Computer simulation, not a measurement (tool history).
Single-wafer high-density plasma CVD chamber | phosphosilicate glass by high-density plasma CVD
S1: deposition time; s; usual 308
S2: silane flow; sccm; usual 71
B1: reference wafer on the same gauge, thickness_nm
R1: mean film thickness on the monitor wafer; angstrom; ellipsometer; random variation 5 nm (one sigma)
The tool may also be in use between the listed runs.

| run | hour | S1 | S2 | B1 | R1 |
|---|---|---|---|---|---|
| 1 | 0.0 | 308 | 71 | 1770.265 | 18266.64 |
| 2 | 61.8 | 280 | 71 | 1771.072 | 16662.88 |
| 3 | 89.9 | 280 | 71 | 1770.509 | 16670.33 |
| 4 | 116.9 | 280 | 71 | 1769.415 | 16579.60 |
| 5 | 182.7 | 293 | 71 | 1769.727 | 17372.92 |
| 6 | 244.1 | 338 | 60 | 1771.031 | 17473.36 |
| 7 | 298.1 | 338 | 60 | 1770.312 | 17410.28 |
| 8 | 331.3 | 338 | 60 | 1771.949 | 17375.70 |
| 9 | 538.3 | 308 | 71 | 1770.042 | 18385.87 |
| 10 | 587.5 | 308 | 71 | 1769.791 | 18367.25 |
|  | 673.2 | gauge calibrated |
| 11 | 792.8 | 308 | 71 | 1770.356 | 18459.43 |
| 12 | 907.8 | 308 | 71 | 1771.362 | 18420.69 |
| 13 | 951.6 | 352 | 71 | 1771.853 | 21076.65 |
| 14 | 1054.5 | 352 | 71 | 1770.281 | 21107.65 |
| 15 | 1106.6 | 269 | 63 | 1768.952 | 14611.84 |
| 16 | 1168.5 | 276 | 65 | 1770.425 | 15387.52 |
| 17 | 1201.8 | 308 | 57 | 1769.704 | 15368.60 |
|  | 1248.4 | silane flow controller replaced |
| 18 | 1248.9 | 342 | 71 | 1769.624 | 20110.65 |
| 19 | 1310.5 | 308 | 77 | 1770.524 | 19528.51 |
| 20 | 1364.8 | 250 | 80 | 1770.299 | 16391.52 |
| 21 | 1408.2 | 364 | 71 | 1770.788 | 21572.78 |
| 22 | 1449.9 | 308 | 71 | 1769.633 | 18156.53 |
| 23 | 1474.9 | 308 | 66 | 1770.398 | 17159.52 |
| 24 | 1531.6 | 352 | 71 | 1769.998 | 20750.72 |
| 25 | 1563.2 | 324 | 58 | 1770.927 | 16163.16 |
| 26 | 1603.9 | 289 | 81 | 1770.514 | 19303.50 |
| 27 | 1669.2 | 308 | 71 | 1771.163 | 18285.41 |
| 28 | 1708.8 | 276 | 76 | 1769.740 | 17404.99 |
| 29 | 1780.3 | 358 | 77 | 1770.337 | 22766.91 |

Forecast each of these 3 alternatives for the next run:
| A | 1780.8 | 308 | 71 | ? | ? |
| B | 1780.8 | 308 | 84 | ? | ? |
| C | 1780.8 | 364 | 63 | ? | ? |

| run | B1 | R1 |
|---|---|---|
| A | 1770.755 | 18278.47 |
| B | 1770.755 | 21178.61 |
| C | 1770.755 | 19492.63 |
Without the tool's hidden state the same runs would have given:
| run | R1 |
|---|---|
| A | 18183.46 |
| B | 21068.53 |
| C | 19391.31 |
